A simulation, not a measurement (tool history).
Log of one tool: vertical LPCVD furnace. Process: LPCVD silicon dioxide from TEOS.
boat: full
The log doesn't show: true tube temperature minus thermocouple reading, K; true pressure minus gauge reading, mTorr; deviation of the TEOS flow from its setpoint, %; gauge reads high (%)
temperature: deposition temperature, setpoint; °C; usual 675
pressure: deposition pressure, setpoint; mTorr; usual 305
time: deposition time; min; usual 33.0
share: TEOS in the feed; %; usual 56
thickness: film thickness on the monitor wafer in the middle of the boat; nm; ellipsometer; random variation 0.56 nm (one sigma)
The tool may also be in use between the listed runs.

run   hour  temperature  pressure  time  share  wafers since the last listed run  hours since the last temperature calibration  hours since the pressure gauge was zeroed  hours since the TEOS flow controller was replaced  hours since the gauge calibration  read-back reference wafer on the same gauge, thickness  thickness
  1    0.0          675       305  33.0     56                                 0                                        2443.6                                     1379.0                                             5580.4                               45.9                                                  128.96     137.72
  2   19.7          675       305  33.0     56                               222                                        2463.3                                     1398.7                                             5600.1                               65.6                                                  128.94     137.25
  3   29.1          675       305  33.0     56                               106                                        2472.7                                     1408.1                                             5609.5                               75.0                                                  129.05     137.97
  4   49.1          675       305  33.0     56                               225                                        2492.7                                     1428.1                                             5629.5                               95.0                                                  129.09     138.23
  5   62.0          675       305  33.0     56                               145                                        2505.6                                     1441.0                                             5642.4                              107.9                                                  128.87     138.91
  6   77.1          675       305  33.0     63                               170                                        2520.7                                     1456.1                                             5657.5                              123.0                                                  128.96     146.64
  7   94.7          675       305  33.0     63                               198                                        2538.3                                     1473.7                                             5675.1                              140.6                                                  128.97     146.17
  8  112.6          675       305  33.0     63                               201                                        2556.2                                     1491.6                                             5693.0                              158.5                                                  129.08     146.44
  9  128.3          675       360  43.0     56                               177                                        2571.9                                     1507.3                                             5708.7                              174.2                                                  129.01     195.01
 10  141.4          667       305  33.0     56                               147                                        2585.0                                     1520.4                                             5721.8                              187.3                                                  129.01     114.70
 11  149.2          675       305  33.0     56                                87                                        2592.8                                     1528.2                                             5729.6                              195.1                                                  129.05     139.28
 12  158.0          670       305  33.0     51                                99                                        2601.6                                     1537.0                                             5738.4                              203.9                                                  129.01     116.25
 13  178.8          679       330  41.5     63                               234                                        2622.4                                     1557.8                                             5759.2                              224.7                                                  129.02     211.85
 14  186.5          666       305  33.0     56                                86                                        2630.1                                     1565.5                                             5766.9                              232.4                                                  129.08     111.51
 15  200.5          675       365  40.5     49                               157                                        2644.1                                     1579.5                                             5780.9                              246.4                                                  128.97     174.28
     230.4  -- thermocouples replaced and temperature profile calibrated
 16  230.9          669       305  41.0     47                                72                                           0.5                                     1609.9                                             5811.3                              276.8                                                  129.02     124.24
 17  236.1          680       355  27.0     64                                58                                           5.7                                     1615.1                                             5816.5                              282.0                                                  128.99     134.64
 18  249.5          675       305  38.5     51                               151                                          19.1                                     1628.5                                             5829.9                              295.4                                                  128.96     142.00
     277.1  -- pressure gauge zeroed
     287.7  -- TEOS flow controller replaced
 19  288.2          675       305  33.0     56                                46                                          57.8                                       11.1                                                0.5                              334.1                                                  129.13     127.28
 20  293.4          675       305  33.0     56                                58                                          63.0                                       16.3                                                5.7                              339.3                                                  128.94     127.56
 21  298.6          666       365  33.0     56                                58                                          68.2                                       21.5                                               10.9                              344.5                                                  128.87     111.02
 22  303.8          675       305  33.0     56                                58                                          73.4                                       26.7                                               16.1                              349.7                                                  129.03     128.23
 23  314.0          667       305  28.0     56                               115                                          83.6                                       36.9                                               26.3                              359.9                                                  129.21      88.59
 24  326.4          675       305  40.5     64                               139                                          96.0                                       49.3                                               38.7                              372.3                                                  128.94     167.72
 25  335.6          675       305  33.0     56                               103                                         105.2                                       58.5                                               47.9                              381.5                                                  128.97     126.84
 26  351.7          680       370  27.5     49                               181                                         121.3                                       74.6                                               64.0                              397.6                                                  129.08     123.09
 27  363.2          675       305  33.0     56                               129                                         132.8                                       86.1                                               75.5                              409.1                                                  129.04     127.64
 28  380.6          682       360  42.5     61                               196                                         150.2                                      103.5                                               92.9                              426.5                                                  128.95     221.48
 29  392.9          685       305  27.5     52                               138                                         162.5                                      115.8                                              105.2                              438.8                                                  128.91     130.54
 30  401.6          675       305  33.0     56                                98                                         171.2                                      124.5                                              113.9                              447.5                                                  128.86     128.19
 31  422.7          675       305  33.0     56                               238                                         192.3                                      145.6                                              135.0                              468.6                                                  129.04     127.21
 32  442.9          685       305  33.0     56                               227                                         212.5                                      165.8                                              155.2                              488.8                                                  129.01     162.98

3 ways to go on from here, each from the tool as it stands after run 32. What would each give?
  A  448.2          675       305  43.0     56                                59                                         217.8                                      171.1                                              160.5                              494.1                                                       ?          ?
  B  448.2          670       285  33.0     56                                59                                         217.8                                      171.1                                              160.5                              494.1                                                       ?          ?
  C  448.2          681       305  33.0     66                                59                                         217.8                                      171.1                                              160.5                              494.1                                                       ?          ?

run  read-back reference wafer on the same gauge, thickness  thickness
  A                                                  129.06     166.91
  B                                                  129.06     109.48
  C                                                  129.06     160.93
Without the tool's hidden state the same runs would have given:
run  thickness
  A     165.33
  B     108.43
  C     159.42
